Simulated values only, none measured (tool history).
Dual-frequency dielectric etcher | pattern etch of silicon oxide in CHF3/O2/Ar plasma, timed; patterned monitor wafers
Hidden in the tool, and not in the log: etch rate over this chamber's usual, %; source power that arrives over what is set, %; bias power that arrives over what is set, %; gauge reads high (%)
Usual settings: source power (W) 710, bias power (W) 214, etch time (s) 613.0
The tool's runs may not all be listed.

run,hour,source power (W),bias power (W),etch time (s),wafers since the last listed run,hours since the last wet clean,hours since the last source power generator calibration,hours since the last bias power generator calibration,hours since the last upper electrode change,hours since the gauge calibration,"read-back reference wafer on the same gauge, depth_nm",mean etch depth across the wafer (angstrom)
1,0.0,710,214,613.0,0,570.9,3092.8,3163.6,4399.0,2928.3,1209.1,13404
# hour 55.7: wet clean of the chamber
2,56.2,710,214,613.0,71,0.5,3149.0,3219.8,4455.2,2984.5,1209.9,13855
3,103.9,710,214,613.0,105,48.2,3196.7,3267.5,4502.9,3032.2,1210.9,13696
# hour 246.9: gauge calibrated
# hour 406.9: source power generator calibrated
4,420.7,710,214,613.0,690,365.0,13.8,3584.3,4819.7,173.8,1211.9,13896
5,526.5,710,214,613.0,233,470.8,119.6,3690.1,4925.5,279.6,1211.3,13992
6,569.1,710,214,613.0,93,513.4,162.2,3732.7,4968.1,322.2,1210.8,14050
7,622.0,710,214,613.0,116,566.3,215.1,3785.6,5021.0,375.1,1209.6,14142
# hour 655.7: wet clean of the chamber, repeated, since the last time left the tool worse
8,666.5,710,214,613.0,45,10.8,259.6,3830.1,5065.5,419.6,1209.7,13220
9,760.9,710,214,521.0,208,105.2,354.0,3924.5,5159.9,514.0,1210.6,11262
10,797.7,540,196,613.0,81,142.0,390.8,3961.3,5196.7,550.8,1209.7,10997
11,836.4,710,192,510.0,85,180.7,429.5,4000.0,5235.4,589.5,1210.7,10684
12,883.5,710,214,613.0,103,227.8,476.6,4047.1,5282.5,636.6,1212.3,13378
13,954.3,780,240,730.5,156,298.6,547.4,4117.9,5353.3,707.4,1209.5,17533
14,1023.4,660,263,739.0,152,367.7,616.5,4187.0,5422.4,776.5,1209.2,16893
15,1093.3,710,196,739.5,154,437.6,686.4,4256.9,5492.3,846.4,1210.3,15705
16,1144.2,780,260,429.5,112,488.5,737.3,4307.8,5543.2,897.3,1210.6,10637
17,1200.1,710,214,613.0,123,544.4,793.2,4363.7,5599.1,953.2,1211.0,13482
# hour 1205.2: bias power generator calibrated
# hour 1281.1: wet clean of the chamber
18,1301.6,790,214,613.0,162,20.5,894.7,96.4,5700.6,1054.7,1210.7,13950
# hour 1332.8: upper electrode replaced
19,1385.2,710,214,613.0,131,104.1,978.3,180.0,52.4,1138.3,1209.4,13217
20,1444.1,710,214,613.0,129,163.0,1037.2,238.9,111.3,1197.2,1211.1,13195
21,1502.7,710,183,519.5,129,221.6,1095.8,297.5,169.9,1255.8,1209.0,10649
22,1604.2,660,249,709.0,223,323.1,1197.3,399.0,271.4,1357.3,1209.9,15606
23,1667.5,560,235,459.0,139,386.4,1260.6,462.3,334.7,1420.6,1209.9,9046
24,1719.1,710,230,613.0,113,438.0,1312.2,513.9,386.3,1472.2,1210.4,13781
25,1761.3,710,182,453.5,93,480.2,1354.4,556.1,428.5,1514.4,1209.7,9356
# hour 1840.3: wet clean of the chamber
26,1840.8,710,214,613.0,122,0.5,1433.9,635.6,508.0,1593.9,1210.8,13145
27,1913.3,710,182,453.5,159,73.0,1506.4,708.1,580.5,1666.4,1210.8,9310
28,1977.8,710,214,613.0,142,137.5,1570.9,772.6,645.0,1730.9,1210.3,13279
29,2073.2,710,264,613.0,210,232.9,1666.3,868.0,740.4,1826.3,1210.9,14224
30,2137.3,710,214,519.0,141,297.0,1730.4,932.1,804.5,1890.4,1210.8,11432

A few steps of mean etch depth across the wafer (angstrom) between consecutive runs. Split each: what settings, incoming material and random variation would produce without the hidden state, and what is left over for the hidden state, along with gauge scatter present in only one of the two compared results (measured, and without hidden state):
Run 1 -> 2: wet clean of the chamber. mean etch depth across the wafer (angstrom) +451: hidden state +290, all else +161.
Run 7 -> 8: wet clean of the chamber, repeated, since the last time left the tool worse. mean etch depth across the wafer (angstrom) -922: hidden state -869, all else -53.
Run 15 -> 16: source power (W) 710 -> 780, bias power (W) 196 -> 260, etch time (s) 739.5 -> 429.5. mean etch depth across the wafer (angstrom) -5068: hidden state -79, all else -4989.
Run 17 -> 18: source power (W) 710 -> 790, bias power generator calibrated, wet clean of the chamber. mean etch depth across the wafer (angstrom) +468: hidden state -309, all else +777.
Run 21 -> 22: source power (W) 710 -> 660, bias power (W) 183 -> 249, etch time (s) 519.5 -> 709.0. mean etch depth across the wafer (angstrom) +4957: hidden state +109, all else +4848.
Run 22 -> 23: source power (W) 660 -> 560, bias power (W) 249 -> 235, etch time (s) 709.0 -> 459.0. mean etch depth across the wafer (angstrom) -6560: hidden state -64, all else -6496.

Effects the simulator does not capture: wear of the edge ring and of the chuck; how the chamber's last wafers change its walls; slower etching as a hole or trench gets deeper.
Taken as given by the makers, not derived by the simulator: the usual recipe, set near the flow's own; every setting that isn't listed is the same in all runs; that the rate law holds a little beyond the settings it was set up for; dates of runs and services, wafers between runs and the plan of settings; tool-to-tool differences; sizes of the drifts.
